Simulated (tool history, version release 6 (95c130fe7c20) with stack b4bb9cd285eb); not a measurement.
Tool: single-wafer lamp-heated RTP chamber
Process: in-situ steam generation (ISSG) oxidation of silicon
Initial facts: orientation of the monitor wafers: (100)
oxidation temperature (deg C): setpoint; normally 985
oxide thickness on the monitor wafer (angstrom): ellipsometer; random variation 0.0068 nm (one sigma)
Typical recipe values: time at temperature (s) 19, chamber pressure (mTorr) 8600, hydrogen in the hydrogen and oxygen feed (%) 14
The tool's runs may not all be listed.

run,hour,oxidation temperature (deg C),time at temperature (s),chamber pressure (mTorr),hydrogen in the hydrogen and oxygen feed (%),wafers since the last listed run,wafers since the last pyrometer calibration,hours since the pressure gauge was zeroed,hours since the hydrogen flow controller was replaced,hours since the gauge calibration,"read-back reference wafer on the same gauge, thickness",oxide thickness on the monitor wafer (angstrom)
1,0.0,985,19,8600,14,0,5626,1763.4,5142.4,341.1,4.400,46.53
2,27.9,985,19,8600,14,266,5893,1791.3,5170.3,369.0,4.401,46.43
3,55.5,985,19,8600,14,263,6156,1818.9,5197.9,396.6,4.397,46.47
4,69.5,985,19,8600,14,133,6290,1832.9,5211.9,410.6,4.399,46.63
5,96.0,985,19,8600,14,253,6543,1859.4,5238.4,437.1,4.401,46.43
6,122.4,985,19,8600,19,252,6795,1885.8,5264.8,463.5,4.400,49.80
7,152.1,985,19,8600,19,283,7079,1915.5,5294.5,493.2,4.399,49.75
8,174.0,985,19,8600,19,209,7288,1937.4,5316.4,515.1,4.401,49.81
9,208.7,985,19,8600,14,331,7620,1972.1,5351.1,549.8,4.401,46.59
10,228.9,985,19,8600,14,192,7813,1992.3,5371.3,570.0,4.400,46.54
11,254.7,985,19,8600,14,246,8059,2018.1,5397.1,595.8,4.401,46.62
12,289.7,985,19,8600,14,334,8394,2053.1,5432.1,630.8,4.399,46.57
# hour 300.0: hydrogen flow controller replaced
13,305.6,985,19,8600,14,75,8469,2069.0,5.6,646.7,4.400,46.69
# hour 329.4: pressure gauge zeroed
14,332.9,977,19,8600,22,184,8654,3.5,32.9,674.0,4.399,50.02
15,359.1,996,19,8600,14,250,8904,29.7,59.1,700.2,4.400,48.69
# hour 371.2: pyrometer window cleaned and pyrometer calibrated
16,388.5,985,14,9900,14,204,165,59.1,88.5,729.6,4.399,39.46
17,450.6,979,19,8600,23,593,758,121.2,150.6,791.7,4.399,50.29
18,479.8,972,16,7400,21,278,1037,150.4,179.8,820.9,4.399,44.86
19,508.7,1001,26,9300,18,276,1314,179.3,208.7,849.8,4.401,60.08
20,526.4,971,25,9000,14,169,1483,197.0,226.4,867.5,4.400,49.70
21,549.4,996,19,8600,14,219,1702,220.0,249.4,890.5,4.398,48.27
22,568.4,979,19,8600,11,181,1884,239.0,268.4,909.5,4.399,43.03
# hour 593.5: gauge calibrated
23,603.8,985,13,9300,17,338,2222,274.4,303.8,10.3,4.402,40.68
24,705.5,985,19,8600,14,971,3194,376.1,405.5,112.0,4.397,46.58
25,723.8,971,25,9900,14,174,3369,394.4,423.8,130.3,4.400,49.36
26,743.4,985,23,7500,11,187,3556,414.0,443.4,149.9,4.398,48.16
27,774.9,993,19,7500,14,300,3857,445.5,474.9,181.4,4.399,47.95
28,807.3,976,22,8600,14,309,4166,477.9,507.3,213.8,4.398,48.13
29,834.2,985,19,8600,14,257,4423,504.8,534.2,240.7,4.401,46.54
30,851.1,971,19,8600,22,161,4585,521.7,551.1,257.6,4.399,48.84

Take each entry between the runs: how does the hidden state at the last listed run before it differ from the hidden state at the first listed run after it?
Between runs 12 and 13: hydrogen flow controller replaced (hour 300.0)
  true wafer temperature minus pyrometer reading, K: 5.53 -> 5.55
  the result without the hidden state subtracted from the measured one, oxide thickness on the monitor wafer (angstrom): +0.95 -> +0.94
Between runs 13 and 14: pressure gauge zeroed (hour 329.4)
  true wafer temperature minus pyrometer reading, K: 5.55 -> 5.57
  the result without the hidden state subtracted from the measured one, oxide thickness on the monitor wafer (angstrom): +0.94 -> +0.98
Between runs 15 and 16: pyrometer window cleaned and pyrometer calibrated (hour 371.2)
  true wafer temperature minus pyrometer reading, K: 5.59 -> 1.29
  the result without the hidden state subtracted from the measured one, oxide thickness on the monitor wafer (angstrom): +1.06 -> +0.17
Between runs 22 and 23: gauge calibrated (hour 593.5)
  true wafer temperature minus pyrometer reading, K: 3.7 -> 4.02
  the result without the hidden state subtracted from the measured one, oxide thickness on the monitor wafer (angstrom): +0.55 -> +0.52

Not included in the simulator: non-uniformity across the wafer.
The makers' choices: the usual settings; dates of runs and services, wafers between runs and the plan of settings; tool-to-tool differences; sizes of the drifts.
